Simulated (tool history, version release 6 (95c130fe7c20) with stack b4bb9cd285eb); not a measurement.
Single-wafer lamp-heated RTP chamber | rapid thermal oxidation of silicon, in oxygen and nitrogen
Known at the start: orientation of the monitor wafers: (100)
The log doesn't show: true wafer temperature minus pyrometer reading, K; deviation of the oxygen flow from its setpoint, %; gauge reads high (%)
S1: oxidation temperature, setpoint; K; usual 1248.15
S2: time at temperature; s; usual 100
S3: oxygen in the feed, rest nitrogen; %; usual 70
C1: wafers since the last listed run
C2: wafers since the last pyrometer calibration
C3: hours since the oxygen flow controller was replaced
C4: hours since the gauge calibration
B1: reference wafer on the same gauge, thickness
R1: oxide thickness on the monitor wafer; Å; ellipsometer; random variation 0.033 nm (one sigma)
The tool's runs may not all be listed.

run   hour       S1   S2  S3   C1    C2      C3     C4     B1     R1
  1    0.0  1248.15  126  70    0   653  4210.2  455.9  5.736  64.29
  2   17.9  1248.15  126  70  168   822  4228.1  473.8  5.742  64.63
  3   41.8  1248.15  126  70  225  1047  4252.0  497.7  5.739  64.70
  4   62.5  1248.15  100  70  195  1242  4272.7  518.4  5.751  58.66
  5   87.0  1248.15  100  70  230  1473  4297.2  542.9  5.734  59.67
  6  117.7  1248.15  100  70  289  1762  4327.9  573.6  5.738  59.38
  7  189.1  1248.15  100  84  673  2435  4399.3  645.0  5.731  63.76
  8  220.6  1248.15  100  84  296  2732  4430.8  676.5  5.737  63.60
  9  245.6  1259.15  100  58  235  2968  4455.8  701.5  5.743  60.49
 10  277.6  1259.15  100  58  301  3270  4487.8  733.5  5.746  61.01
 11  303.3  1259.15  100  58  242  3512  4513.5  759.2  5.747  60.41
 12  326.7  1248.15  100  70  220  3732  4536.9  782.6  5.741  60.19
 13  352.0  1248.15  100  70  238  3971  4562.2  807.9  5.740  59.77
 14  387.5  1248.15  100  50  334  4306  4597.7  843.4  5.740  53.43
 15  403.9  1248.15  100  95  154  4460  4614.1  859.8  5.739  67.11
 16  425.7  1219.15   53  55  205  4666  4635.9  881.6  5.735  35.63
 17  455.2  1248.15  100  70  278  4944  4665.4  911.1  5.742  60.49
     473.8  -- oxygen flow controller replaced
     478.2  -- gauge calibrated
 18  490.7  1263.15   51  98  259  5203    16.9   12.5  5.746  56.44
 19  510.8  1248.15   86  70  189  5392    37.0   32.6  5.741  56.13
 20  524.7  1248.15   79  93  131  5523    50.9   46.5  5.744  59.49
 21  541.7  1248.15  100  70  160  5684    67.9   63.5  5.734  60.20
 22  559.4  1222.15   79  82  166  5851    85.6   81.2  5.732  47.61
 23  593.6  1262.15  125  85  322  6173   119.8  115.4  5.740  80.25
     618.3  -- pyrometer window cleaned and pyrometer calibrated
 24  625.7  1248.15   79  40  227    69   151.9  147.5  5.740  43.77
 25  657.4  1223.15   82  88  298   368   183.6  179.2  5.743  48.54
 26  685.3  1248.15  139  70  262   631   211.5  207.1  5.739  67.31
 27  787.7  1268.15   82  52  965  1596   313.9  309.5  5.743  56.88

Measured less the same run without the tool's hidden state. The same run-to-run variation is in both; the gauge's scatter may not be:
run     R1
  1  +0.95
  2  +1.11
  3  +1.28
  4  +1.28
  5  +1.44
  6  +1.59
  7  +2.06
  8  +2.17
  9  +2.08
 10  +2.18
 11  +2.22
 12  +2.30
 13  +2.34
 14  +2.08
 15  +2.77
 16  +1.13
 17  +2.52
 18  +2.34
 19  +2.37
 20  +2.58
 21  +2.61
 22  +2.01
 23  +3.56
 24  +0.22
 25  +0.51
 26  +1.00
 27  +1.39

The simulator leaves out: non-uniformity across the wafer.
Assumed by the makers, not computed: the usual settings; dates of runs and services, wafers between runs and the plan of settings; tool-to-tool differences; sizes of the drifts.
